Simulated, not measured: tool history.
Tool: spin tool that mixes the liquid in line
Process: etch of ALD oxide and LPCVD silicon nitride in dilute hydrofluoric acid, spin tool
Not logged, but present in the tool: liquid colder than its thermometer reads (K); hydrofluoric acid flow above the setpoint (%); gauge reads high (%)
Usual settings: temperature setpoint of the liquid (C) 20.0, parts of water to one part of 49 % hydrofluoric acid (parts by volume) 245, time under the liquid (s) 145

run    hour  temperature setpoint of the liquid (C)  parts of water to one part of 49 % hydrofluoric acid (parts by volume)  time under the liquid (s)  wafers since the last listed run  hours since the thermometer was replaced  hours since the hydrofluoric acid flow meter was replaced  hours since the gauge calibration  read-back film thickness of the ALD oxide reference wafer, read on the same gauge (nm)  thickness taken off the ALD oxide on a monitor wafer (nm)
  1     0.0                                    20.0                                                                     300                        120                                 0                                    1732.2                                                     1597.7                             1538.0                                                                                   50.00                                                       7.78
  2    35.7                                    20.0                                                                     300                        120                               296                                    1767.9                                                     1633.4                             1573.7                                                                                   50.00                                                       7.74
  3    97.4                                    20.0                                                                     335                        145                               512                                    1829.6                                                     1695.1                             1635.4                                                                                   50.01                                                       8.16
  4   168.4                                    20.0                                                                     335                        145                               589                                    1900.6                                                     1766.1                             1706.4                                                                                   50.01                                                       8.10
  5   230.2                                    22.0                                                                     245                        120                               512                                    1962.4                                                     1827.9                             1768.2                                                                                   50.00                                                      10.65
      271.7  -- gauge calibrated
  6   286.4                                    20.0                                                                     245                        165                               466                                    2018.6                                                     1884.1                               14.7                                                                                   50.00                                                      13.72
      342.9  -- hydrofluoric acid flow meter replaced
  7   348.9                                    20.0                                                                     245                        165                               510                                    2081.1                                                        6.0                               77.2                                                                                   49.99                                                      13.73
  8   395.4                                    20.0                                                                     245                        165                               385                                    2127.6                                                       52.5                              123.7                                                                                   50.01                                                      13.83
  9   448.2                                    17.0                                                                     350                        220                               438                                    2180.4                                                      105.3                              176.5                                                                                   50.01                                                      10.34
 10   486.4                                    20.0                                                                     245                         90                               317                                    2218.6                                                      143.5                              214.7                                                                                   50.01                                                       7.57
      514.4  -- thermometer replaced
 11   536.4                                    20.0                                                                     205                        145                               406                                      22.0                                                      193.5                              264.7                                                                                   50.00                                                      15.00
 12   590.5                                    20.0                                                                     245                        145                               449                                      76.1                                                      247.6                              318.8                                                                                   50.00                                                      12.14
 13   623.1                                    25.0                                                                     325                        170                               270                                     108.7                                                      280.2                              351.4                                                                                   49.99                                                      11.86
 14   663.5                                    20.0                                                                     320                        105                               335                                     149.1                                                      320.6                              391.8                                                                                   50.02                                                       6.25
 15   695.3                                    20.0                                                                     245                         90                               263                                     180.9                                                      352.4                              423.6                                                                                   50.00                                                       7.55
 16   761.0                                    20.0                                                                     185                        190                               545                                     246.6                                                      418.1                              489.3                                                                                   49.98                                                      22.07
 17   824.4                                    20.0                                                                     205                         60                               526                                     310.0                                                      481.5                              552.7                                                                                   50.00                                                       6.19
 18   960.6                                    20.0                                                                     245                        105                              1130                                     446.2                                                      617.7                              688.9                                                                                   49.98                                                       8.74
 19  1008.9                                    20.0                                                                     305                        145                               400                                     494.5                                                      666.0                              737.2                                                                                   50.00                                                       9.19
 20  1067.9                                    20.0                                                                     290                        200                               489                                     553.5                                                      725.0                              796.2                                                                                   50.01                                                      13.60
 21  1120.4                                    23.0                                                                     285                        145                               435                                     606.0                                                      777.5                              848.7                                                                                   49.99                                                      11.14
 22  1191.9                                    20.0                                                                     200                        145                               593                                     677.5                                                      849.0                              920.2                                                                                   50.01                                                      15.44
 23  1262.3                                    20.0                                                                     245                        110                               584                                     747.9                                                      919.4                              990.6                                                                                   50.00                                                       9.14
 24  1296.6                                    20.0                                                                     200                        145                               284                                     782.2                                                      953.7                             1024.9                                                                                   50.02                                                      15.53
 25  1325.9                                    18.5                                                                     245                         70                               243                                     811.5                                                      983.0                             1054.2                                                                                   49.98                                                       5.51

Consider 5 possible next runs. They are alternatives, not a sequence: every one starts from the tool as it was left by run 25. What does each give?
  A  1326.4                                    20.0                                                                     245                        145                                 4                                     812.0                                                      983.5                             1054.7                                                                                       ?                                                          ?
  B  1326.4                                    20.0                                                                     310                        105                                 4                                     812.0                                                      983.5                             1054.7                                                                                       ?                                                          ?
  C  1326.4                                    20.0                                                                     285                        200                                 4                                     812.0                                                      983.5                             1054.7                                                                                       ?                                                          ?
  D  1326.4                                    22.0                                                                     200                        145                                 4                                     812.0                                                      983.5                             1054.7                                                                                       ?                                                          ?
  E  1326.4                                    17.0                                                                     245                        145                                 4                                     812.0                                                      983.5                             1054.7                                                                                       ?                                                          ?

run  read-back film thickness of the ALD oxide reference wafer, read on the same gauge (nm)  thickness taken off the ALD oxide on a monitor wafer (nm)
  A                                                                                   50.03                                                      12.11
  B                                                                                   50.03                                                       6.53
  C                                                                                   50.03                                                      13.84
  D                                                                                   50.03                                                      16.72
  E                                                                                   50.03                                                      10.80
What these runs would have given with no unlogged condition in the tool:
run  thickness taken off the ALD oxide on a monitor wafer (nm)
  A                                                      12.11
  B                                                       6.53
  C                                                      13.84
  D                                                      16.72
  E                                                      10.80

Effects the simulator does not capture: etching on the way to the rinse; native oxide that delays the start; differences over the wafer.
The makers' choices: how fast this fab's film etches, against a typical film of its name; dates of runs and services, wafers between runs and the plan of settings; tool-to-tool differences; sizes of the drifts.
